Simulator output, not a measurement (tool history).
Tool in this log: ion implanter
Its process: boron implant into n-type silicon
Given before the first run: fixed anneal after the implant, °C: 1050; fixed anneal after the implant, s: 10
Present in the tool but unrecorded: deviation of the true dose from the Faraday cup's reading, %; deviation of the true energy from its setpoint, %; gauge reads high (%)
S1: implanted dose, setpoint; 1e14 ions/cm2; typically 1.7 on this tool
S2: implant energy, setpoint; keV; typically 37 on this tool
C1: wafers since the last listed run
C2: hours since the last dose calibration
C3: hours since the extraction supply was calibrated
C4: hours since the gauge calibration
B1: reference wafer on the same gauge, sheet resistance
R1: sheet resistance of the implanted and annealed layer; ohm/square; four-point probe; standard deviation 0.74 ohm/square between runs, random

Run 1, hour 0: usual settings; C1 0; C2 1766; C3 4910.4; C4 135.7; B1 498.98. Result: R1 511.09 ohm/square.
Run 2, hour 6.5: usual settings; C1 130; C2 1772.5; C3 4916.9; C4 142.2; B1 498.81. Result: R1 511.58 ohm/square.
Run 3, hour 12.6: usual settings; C1 122; C2 1778.6; C3 4923; C4 148.3; B1 498.97. Result: R1 512.39 ohm/square.
Run 4, hour 26.1: usual settings; C1 271; C2 1792.1; C3 4936.5; C4 161.8; B1 498.99. Result: R1 509.55 ohm/square.
Run 5, hour 41: usual settings; C1 299; C2 1807; C3 4951.4; C4 176.7; B1 498.82. Result: R1 510.88 ohm/square.
Run 6, hour 52.4: usual settings; C1 229; C2 1818.4; C3 4962.8; C4 188.1; B1 498.96. Result: R1 512.5 ohm/square.
Run 7, hour 69.7: usual settings; C1 347; C2 1835.7; C3 4980.1; C4 205.4; B1 499.14. Result: R1 510.84 ohm/square.
Run 8, hour 116.2: usual settings; C1 934; C2 1882.2; C3 5026.6; C4 251.9; B1 499.07. Result: R1 511.34 ohm/square.
Run 9, hour 129.9: usual settings; C1 275; C2 1895.9; C3 5040.3; C4 265.6; B1 499.21. Result: R1 509.77 ohm/square.
Run 10, hour 162.7: usual settings; C1 659; C2 1928.7; C3 5073.1; C4 298.4; B1 498.88. Result: R1 511.93 ohm/square.
Run 11, hour 178.8: usual settings; C1 323; C2 1944.8; C3 5089.2; C4 314.5; B1 499.1. Result: R1 512.08 ohm/square.
Run 12, hour 195.4: usual settings; C1 333; C2 1961.4; C3 5105.8; C4 331.1; B1 499.05. Result: R1 509.86 ohm/square.
Run 13, hour 204.7: usual settings but S2 41.5 keV; C1 186; C2 1970.7; C3 5115.1; C4 340.4; B1 498.93. Result: R1 503.6 ohm/square.
At hour 216.7: gauge calibrated.
Run 14, hour 219.2: usual settings; C1 291; C2 1985.2; C3 5129.6; C4 2.5; B1 498.98. Result: R1 513.66 ohm/square.
Run 15, hour 236.4: usual settings but S1 1.43 1e14 ions/cm2, S2 30.5 keV; C1 345; C2 2002.4; C3 5146.8; C4 19.7; B1 499.08. Result: R1 602.15 ohm/square.
At hour 252: extraction supply calibrated.
Run 16, hour 252.5: usual settings; C1 162; C2 2018.5; C3 0.5; C4 35.8; B1 498.95. Result: R1 511.66 ohm/square.
Run 17, hour 265.1: usual settings but S1 1.84 1e14 ions/cm2, S2 44.5 keV; C1 253; C2 2031.1; C3 13.1; C4 48.4; B1 499.09. Result: R1 469.68 ohm/square.
Run 18, hour 280.1: usual settings but S1 2.12 1e14 ions/cm2, S2 45 keV; C1 301; C2 2046.1; C3 28.1; C4 63.4; B1 498.86. Result: R1 420.24 ohm/square.
At hour 297.3: Faraday cup replaced and dose calibrated.
Run 19, hour 297.8: usual settings; C1 194; C2 0.5; C3 45.8; C4 81.1; B1 499.05. Result: R1 490.33 ohm/square.
Run 20, hour 314.4: usual settings; C1 333; C2 17.1; C3 62.4; C4 97.7; B1 498.99. Result: R1 489.42 ohm/square.
Run 21, hour 332.4: usual settings but S2 43 keV; C1 361; C2 35.1; C3 80.4; C4 115.7; B1 498.92. Result: R1 479.42 ohm/square.
Run 22, hour 340.6: usual settings but S1 1.48 1e14 ions/cm2, S2 25 keV; C1 164; C2 43.3; C3 88.6; C4 123.9; B1 499.09. Result: R1 578.43 ohm/square.
Run 23, hour 355.3: usual settings but S1 2.18 1e14 ions/cm2, S2 32 keV; C1 295; C2 58; C3 103.3; C4 138.6; B1 498.96. Result: R1 413.72 ohm/square.
Run 24, hour 367.9: usual settings; C1 253; C2 70.6; C3 115.9; C4 151.2; B1 499.01. Result: R1 490.53 ohm/square.
Run 25, hour 383.4: usual settings but S1 2.02 1e14 ions/cm2, S2 48.5 keV; C1 311; C2 86.1; C3 131.4; C4 166.7; B1 499.06. Result: R1 414.65 ohm/square.
Run 26, hour 395: usual settings but S1 2.2 1e14 ions/cm2, S2 26 keV; C1 233; C2 97.7; C3 143; C4 178.3; B1 499.07. Result: R1 421.97 ohm/square.

4 options for the next run, each taken on its own from the tool as it stands now. Forecast them:
Run A, hour 395.4: usual settings; C1 8; C2 98.1; C3 143.4; C4 178.7; B1 ?. Result: R1 ?.
Run B, hour 395.4: usual settings but S1 1.47 1e14 ions/cm2, S2 46 keV; C1 8; C2 98.1; C3 143.4; C4 178.7; B1 ?. Result: R1 ?.
Run C, hour 395.4: usual settings but S1 2.13 1e14 ions/cm2; C1 8; C2 98.1; C3 143.4; C4 178.7; B1 ?. Result: R1 ?.
Run D, hour 395.4: usual settings but S1 1.42 1e14 ions/cm2, S2 30.5 keV; C1 8; C2 98.1; C3 143.4; C4 178.7; B1 ?. Result: R1 ?.

run      B1      R1
  A  499.07  491.66
  B  499.07   529.6
  C  499.07  413.43
  D  499.07  580.51
The same runs, with their run-to-run variation unchanged, on a tool lacking any hidden condition would have given:
run      R1
  A  490.11
  B  527.99
  C  412.09
  D  578.68
